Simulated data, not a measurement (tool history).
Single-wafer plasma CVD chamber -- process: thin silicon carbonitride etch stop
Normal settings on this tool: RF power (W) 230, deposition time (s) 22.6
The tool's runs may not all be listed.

run   hour  RF power (W)  deposition time (s)  wafers since the last listed run  hours since the last thermocouple change  hours since the last RF generator calibration  hours since the showerhead was replaced  hours since the gauge calibration  read-back reference wafer on the same gauge, thickness_nm  mean film thickness on the monitor wafer (Å)
  1      0           230                   19                                 0                                    1234.7                                         1569.5                                   4217.7                              326.2                                                     16.207                                        112.83
  2   28.4           230                   19                               750                                    1263.1                                         1597.9                                   4246.1                              354.6                                                     16.197                                        112.36
  3   48.1           230                   19                               520                                    1282.8                                         1617.6                                   4265.8                              374.3                                                     16.191                                        111.98
  4   80.9           230                 22.6                               866                                    1315.6                                         1650.4                                   4298.6                              407.1                                                      16.19                                        133.04
  5  103.8           230                 22.6                               604                                    1338.5                                         1673.3                                   4321.5                                430                                                     16.197                                        133.24
  6  126.9           230                 22.6                               610                                    1361.6                                         1696.4                                   4344.6                              453.1                                                       16.2                                         133.3
       140  -- gauge calibrated
  7  145.8           230                 22.6                               499                                    1380.5                                         1715.3                                   4363.5                                5.8                                                      16.21                                        133.18
  8  166.3           230                 22.6                               541                                      1401                                         1735.8                                     4384                               26.3                                                     16.195                                        133.09
  9  195.2           250                 22.6                               763                                    1429.9                                         1764.7                                   4412.9                               55.2                                                     16.195                                        135.65
 10  221.8           250                 22.6                               702                                    1456.5                                         1791.3                                   4439.5                               81.8                                                     16.196                                        135.68
 11    250           250                 22.6                               744                                    1484.7                                         1819.5                                   4467.7                                110                                                     16.188                                        135.02
     268.5  -- thermocouple changed; heater temperature recalibrated
 12  279.8           230                 22.6                               575                                      11.3                                         1849.3                                   4497.5                              139.8                                                     16.195                                        133.16
 13  297.1           230                 22.6                               456                                      28.6                                         1866.6                                   4514.8                              157.1                                                     16.189                                        133.19
     312.8  -- RF generator calibrated
     347.5  -- showerhead replaced
 14  355.2           230                 22.6                              1111                                      86.7                                           42.4                                      7.7                              215.2                                                     16.199                                        135.78
 15  369.2           230                   25                               369                                     100.7                                           56.4                                     21.7                              229.2                                                     16.196                                        149.49
 16  388.3           230                 25.9                               504                                     119.8                                           75.5                                     40.8                              248.3                                                      16.22                                        155.11
 17  400.5           230                 22.6                               322                                       132                                           87.7                                       53                              260.5                                                     16.203                                         135.3
 18  425.4           230                 20.3                               657                                     156.9                                          112.6                                     77.9                              285.4                                                      16.19                                        121.43
 19  443.9           230                 22.6                               488                                     175.4                                          131.1                                     96.4                              303.9                                                     16.194                                        135.64
 20  474.9           230                 22.6                               818                                     206.4                                          162.1                                    127.4                              334.9                                                      16.19                                        135.14
 21  506.7           270                 24.5                               839                                     238.2                                          193.9                                    159.2                              366.7                                                     16.213                                        152.85
 22  527.8           230                 22.6                               557                                     259.3                                            215                                    180.3                              387.8                                                     16.197                                        135.16
 23  543.6           190                 26.7                               417                                     275.1                                          230.8                                    196.1                              403.6                                                     16.204                                        153.29
 24  569.3           260                 26.7                               678                                     300.8                                          256.5                                    221.8                              429.3                                                     16.194                                        164.33
 25  603.1           230                 22.6                               892                                     334.6                                          290.3                                    255.6                              463.1                                                     16.202                                        135.16
 26  620.6           230                 19.4                               462                                     352.1                                          307.8                                    273.1                              480.6                                                     16.203                                        116.09
 27    651           265                 19.8                               802                                     382.5                                          338.2                                    303.5                                511                                                       16.2                                        122.56
 28  681.9           230                 22.6                               816                                     413.4                                          369.1                                    334.4                              541.9                                                     16.212                                        134.94
 29  695.5           200                 25.6                               359                                       427                                          382.7                                      348                              555.5                                                     16.201                                        148.47
 30  714.4           185                 24.1                               499                                     445.9                                          401.6                                    366.9                              574.4                                                     16.193                                        138.03
     724.9  -- gauge calibrated
 31  820.6           210                 22.6                              2804                                     552.1                                          507.8                                    473.1                               95.7                                                     16.191                                        132.74
 32  851.7           270                 26.6                               821                                     583.2                                          538.9                                    504.2                              126.8                                                     16.216                                        164.39
 33  873.7           270                 22.6                               581                                     605.2                                          560.9                                    526.2                              148.8                                                     16.203                                        140.32
 34  894.4           230                 21.2                               546                                     625.9                                          581.6                                    546.9                              169.5                                                     16.196                                        126.85
 35    925           200                 18.6                               808                                     656.5                                          612.2                                    577.5                              200.1                                                     16.203                                        107.65
 36  951.9           275                 22.6                               710                                     683.4                                          639.1                                    604.4                                227                                                     16.196                                        140.52

Results per run with the tool's hidden condition removed, run-to-run variation unchanged:
Unlogged tool condition in this case: wafer temperature above the value expected at the setpoint (K); delivered RF power above the setpoint (%); gauge reads high (%).
run  mean film thickness on the monitor wafer (Å)
  1                                        114.44
  2                                        114.03
  3                                        113.68
  4                                        135.15
  5                                        135.41
  6                                        135.54
  7                                        135.46
  8                                        135.42
  9                                        138.11
 10                                        138.23
 11                                        137.64
 12                                        135.82
 13                                        135.91
 14                                        135.93
 15                                        149.66
 16                                        155.29
 17                                        135.46
 18                                        121.57
 19                                        135.81
 20                                        135.31
 21                                        153.05
 22                                        135.34
 23                                        153.51
 24                                        164.58
 25                                        135.37
 26                                        116.28
 27                                        122.78
 28                                        135.19
 29                                        148.76
 30                                        138.31
 31                                        133.09
 32                                        164.85
 33                                        140.72
 34                                        127.23
 35                                           108
 36                                        141.01

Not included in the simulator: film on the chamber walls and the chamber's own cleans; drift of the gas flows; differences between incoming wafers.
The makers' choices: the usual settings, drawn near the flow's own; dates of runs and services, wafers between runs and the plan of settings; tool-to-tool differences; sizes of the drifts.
